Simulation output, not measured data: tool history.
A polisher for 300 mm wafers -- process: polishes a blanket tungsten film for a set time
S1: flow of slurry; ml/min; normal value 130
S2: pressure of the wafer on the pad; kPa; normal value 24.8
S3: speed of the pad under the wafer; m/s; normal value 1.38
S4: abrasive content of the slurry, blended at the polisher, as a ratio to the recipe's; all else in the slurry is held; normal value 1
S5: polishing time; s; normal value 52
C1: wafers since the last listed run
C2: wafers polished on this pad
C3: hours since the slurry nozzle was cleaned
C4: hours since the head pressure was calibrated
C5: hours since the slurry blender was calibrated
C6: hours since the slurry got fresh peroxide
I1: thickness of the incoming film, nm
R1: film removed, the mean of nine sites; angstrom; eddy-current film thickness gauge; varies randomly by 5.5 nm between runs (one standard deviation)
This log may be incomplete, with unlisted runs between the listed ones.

| run | hour | S1 | S2 | S3 | S4 | S5 | C1 | C2 | C3 | C4 | C5 | C6 | I1 | R1 |
|---|---|---|---|---|---|---|---|---|---|---|---|---|---|---|
| 1 | 0 | 130 | 24.8 | 1.22 | 1.15 | 52 | 0 | 1224 | 459.9 | 918.6 | 55.8 | 137 | 1253.6 | 2699 |
| 2 | 16.3 | 130 | 24.8 | 1.22 | 1.15 | 52 | 147 | 1371 | 476.2 | 934.9 | 72.1 | 153.3 | 1239.4 | 2663 |
|  | 33.7 | worn pad replaced by a new one |
| 3 | 42.7 | 130 | 31.7 | 1.38 | 1 | 52 | 203 | 81 | 502.6 | 961.3 | 98.5 | 179.7 | 1243.6 | 4037 |
| 4 | 55.6 | 130 | 24.8 | 1.38 | 1.2 | 52 | 116 | 198 | 515.5 | 974.2 | 111.4 | 192.6 | 1261.5 | 3199 |
|  | 68.5 | slurry tank refilled with fresh slurry and peroxide |
| 5 | 89.5 | 130 | 24.8 | 1.38 | 1.2 | 52 | 298 | 496 | 549.4 | 1008.1 | 145.3 | 21 | 1242.1 | 3503 |
|  | 174.3 | slurry blender recalibrated |
| 6 | 178 | 130 | 24.8 | 1.38 | 1.2 | 52 | 784 | 1280 | 637.9 | 1096.6 | 3.7 | 109.5 | 1255.1 | 2970 |
| 7 | 230.2 | 150 | 24.8 | 1.38 | 1 | 52 | 473 | 1753 | 690.1 | 1148.8 | 55.9 | 161.7 | 1251.9 | 2807 |
|  | 242.9 | slurry nozzle cleaned |
|  | 245.4 | worn pad replaced by a new one |
| 8 | 259.1 | 150 | 24.8 | 1.38 | 1 | 52 | 230 | 124 | 16.2 | 1177.7 | 84.8 | 190.6 | 1241.2 | 3084 |
|  | 269.5 | slurry tank refilled with fresh slurry and peroxide |
| 9 | 272.8 | 150 | 24.8 | 1.38 | 1 | 52 | 115 | 239 | 29.9 | 1191.4 | 98.5 | 3.3 | 1272.9 | 3707 |
| 10 | 294.2 | 130 | 24.8 | 1.38 | 1 | 52 | 194 | 433 | 51.3 | 1212.8 | 119.9 | 24.7 | 1232.1 | 3410 |
| 11 | 329.6 | 130 | 20 | 1.2 | 1.15 | 61 | 320 | 754 | 86.7 | 1248.2 | 155.3 | 60.1 | 1227.8 | 2615 |
| 12 | 355.2 | 130 | 24.8 | 1.38 | 1 | 41 | 232 | 986 | 112.3 | 1273.8 | 180.9 | 85.7 | 1256.3 | 2389 |
|  | 368.3 | slurry blender recalibrated |
| 13 | 385.9 | 170 | 24.8 | 0.96 | 1.15 | 52 | 260 | 1246 | 143 | 1304.5 | 17.6 | 116.4 | 1256.2 | 2235 |
| 14 | 399.7 | 130 | 28.3 | 1.18 | 1.1 | 40 | 125 | 1371 | 156.8 | 1318.3 | 31.4 | 130.2 | 1224.8 | 2234 |
|  | 433.1 | worn pad replaced by a new one |
|  | 440.8 | slurry tank refilled with fresh slurry and peroxide |
|  | 460.2 | head pressure recalibrated |
| 15 | 488.7 | 130 | 24.8 | 1.58 | 1 | 69 | 743 | 476 | 245.8 | 28.5 | 120.4 | 47.9 | 1253.9 | 5057 |
| 16 | 525 | 130 | 24.8 | 1.38 | 0.8 | 52 | 329 | 805 | 282.1 | 64.8 | 156.7 | 84.2 | 1269.6 | 2924 |
| 17 | 537.7 | 130 | 24.8 | 1.8 | 1 | 39 | 115 | 920 | 294.8 | 77.5 | 169.4 | 96.9 | 1230.4 | 2936 |
|  | 547.2 | slurry blender recalibrated |
| 18 | 566.4 | 130 | 24.8 | 1.8 | 1 | 39 | 242 | 1162 | 323.5 | 106.2 | 19.2 | 125.6 | 1243.3 | 2965 |
|  | 622.3 | worn pad replaced by a new one |
|  | 647.7 | slurry tank refilled with fresh slurry and peroxide |
| 19 | 662.9 | 100 | 24.8 | 1.74 | 1 | 66 | 829 | 359 | 420 | 202.7 | 115.7 | 15.2 | 1254.6 | 4992 |
| 20 | 687 | 130 | 28.3 | 1.38 | 1 | 52 | 218 | 577 | 444.1 | 226.8 | 139.8 | 39.3 | 1263.2 | 3566 |
| 21 | 715.8 | 130 | 24.8 | 1.38 | 1.25 | 45 | 261 | 838 | 472.9 | 255.6 | 168.6 | 68.1 | 1256.7 | 2660 |
| 22 | 744.6 | 105 | 33.8 | 1.38 | 1.1 | 52 | 261 | 1099 | 501.7 | 284.4 | 197.4 | 96.9 | 1226.1 | 3796 |
|  | 772.8 | slurry blender recalibrated |
| 23 | 773.9 | 95 | 24.8 | 1.22 | 1 | 52 | 247 | 1347 | 531 | 313.7 | 1.1 | 126.2 | 1257.2 | 2301 |
|  | 802.8 | worn pad replaced by a new one |
| 24 | 804.6 | 170 | 24.8 | 0.96 | 1.15 | 52 | 242 | 15 | 561.7 | 344.4 | 31.8 | 156.9 | 1252.7 | 2297 |
| 25 | 829.2 | 130 | 24.8 | 1.38 | 0.9 | 52 | 223 | 238 | 586.3 | 369 | 56.4 | 181.5 | 1230.8 | 2897 |

What the log doesn't show, run by run:
slurry flow missing at the pad, %: 0 across all the runs
deviation of the head's pressure from its setpoint, %: 0 across all the runs
abrasive missing from the slurry, %: 0 across all the runs
H1: removal rate lost through wear of the pad, %
H2: peroxide lost from the slurry, %
| run | H1 | H2 |
|---|---|---|
| 1 | 11.2 | 36.2 |
| 2 | 11.5 | 37.2 |
| 3 | 2.28 | 38.4 |
| 4 | 4.12 | 38.8 |
| 5 | 7.54 | 17.7 |
| 6 | 11.3 | 37.3 |
| 7 | 12.1 | 41.2 |
| 8 | 2.62 | 42.3 |
| 9 | 4.42 | 5.38 |
| 10 | 6.59 | 14.9 |
| 11 | 8.96 | 25.3 |
| 12 | 10 | 30.1 |
| 13 | 10.9 | 33.8 |
| 14 | 11.2 | 35 |
| 15 | 6.96 | 22 |
| 16 | 9.13 | 29.5 |
| 17 | 9.66 | 31.3 |
| 18 | 10.5 | 34.3 |
| 19 | 7.62 | 16.8 |
| 20 | 9.59 | 25.6 |
| 21 | 11.2 | 32.7 |
| 22 | 12.2 | 37.4 |
| 23 | 12.9 | 40.4 |
| 24 | 0.9 | 42.5 |
| 25 | 4.48 | 43.5 |

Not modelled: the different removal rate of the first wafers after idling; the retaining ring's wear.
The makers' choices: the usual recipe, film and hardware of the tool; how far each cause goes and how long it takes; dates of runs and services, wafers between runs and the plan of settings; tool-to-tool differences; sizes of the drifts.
